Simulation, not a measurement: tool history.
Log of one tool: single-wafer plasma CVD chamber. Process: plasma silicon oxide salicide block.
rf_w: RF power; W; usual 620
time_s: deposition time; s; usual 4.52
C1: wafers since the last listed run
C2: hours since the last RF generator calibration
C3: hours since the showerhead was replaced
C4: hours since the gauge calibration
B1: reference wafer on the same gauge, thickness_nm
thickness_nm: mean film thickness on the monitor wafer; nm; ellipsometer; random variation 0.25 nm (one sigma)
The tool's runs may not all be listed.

{"run": 1, "day": 0.0, "rf_w": 685, "time_s": 4.52, "C1": 0, "C2": 1157.2, "C3": 3927.5, "C4": 341.7, "B1": 55.998, "thickness_nm": 49.284}
{"run": 2, "day": 1.158, "rf_w": 715, "time_s": 4.52, "C1": 587, "C2": 1185.0, "C3": 3955.3, "C4": 369.5, "B1": 56.106, "thickness_nm": 50.073}
{"run": 3, "day": 2.412, "rf_w": 715, "time_s": 4.52, "C1": 636, "C2": 1215.1, "C3": 3985.4, "C4": 399.6, "B1": 56.145, "thickness_nm": 50.091}
{"run": 4, "day": 5.167, "rf_w": 715, "time_s": 4.52, "C1": 1397, "C2": 1281.2, "C3": 4051.5, "C4": 465.7, "B1": 56.309, "thickness_nm": 50.135}
{"run": 5, "day": 6.488, "rf_w": 620, "time_s": 4.52, "C1": 670, "C2": 1312.9, "C3": 4083.2, "C4": 497.4, "B1": 56.338, "thickness_nm": 48.127}
{"run": 6, "day": 8.271, "rf_w": 620, "time_s": 4.52, "C1": 904, "C2": 1355.7, "C3": 4126.0, "C4": 540.2, "B1": 56.464, "thickness_nm": 47.972}
{"day": 12.079, "done": "showerhead replaced"}
{"run": 7, "day": 13.858, "rf_w": 570, "time_s": 4.52, "C1": 2666, "C2": 1489.8, "C3": 42.7, "C4": 674.3, "B1": 56.777, "thickness_nm": 46.905}
{"run": 8, "day": 16.517, "rf_w": 675, "time_s": 4.95, "C1": 1348, "C2": 1553.6, "C3": 106.5, "C4": 738.1, "B1": 56.826, "thickness_nm": 54.693}
{"day": 18.671, "done": "RF generator calibrated"}
{"day": 18.867, "done": "gauge calibrated"}
{"run": 9, "day": 19.421, "rf_w": 690, "time_s": 3.85, "C1": 1304, "C2": 18.0, "C3": 176.2, "C4": 13.3, "B1": 55.437, "thickness_nm": 41.885}
{"run": 10, "day": 22.233, "rf_w": 670, "time_s": 4.26, "C1": 1427, "C2": 85.5, "C3": 243.7, "C4": 80.8, "B1": 55.531, "thickness_nm": 45.896}
{"run": 11, "day": 24.317, "rf_w": 700, "time_s": 5.28, "C1": 1057, "C2": 135.5, "C3": 293.7, "C4": 130.8, "B1": 55.644, "thickness_nm": 57.848}
{"run": 12, "day": 25.996, "rf_w": 705, "time_s": 4.52, "C1": 852, "C2": 175.8, "C3": 334.0, "C4": 171.1, "B1": 55.757, "thickness_nm": 49.601}
{"run": 13, "day": 28.288, "rf_w": 620, "time_s": 4.52, "C1": 1162, "C2": 230.8, "C3": 389.0, "C4": 226.1, "B1": 55.791, "thickness_nm": 47.27}
{"run": 14, "day": 30.775, "rf_w": 620, "time_s": 4.52, "C1": 1262, "C2": 290.5, "C3": 448.7, "C4": 285.8, "B1": 55.964, "thickness_nm": 47.581}

What the log doesn't show, run by run:
delivered RF power above the setpoint (%): 0 in every run
H1: gauge reads high (%)
run=1 H1=0.908
run=2 H1=1.02
run=3 H1=1.14
run=4 H1=1.4
run=5 H1=1.53
run=6 H1=1.7
run=7 H1=2.24
run=8 H1=2.49
run=9 H1=-0.179
run=10 H1=0.091
run=11 H1=0.291
run=12 H1=0.452
run=13 H1=0.672
run=14 H1=0.911
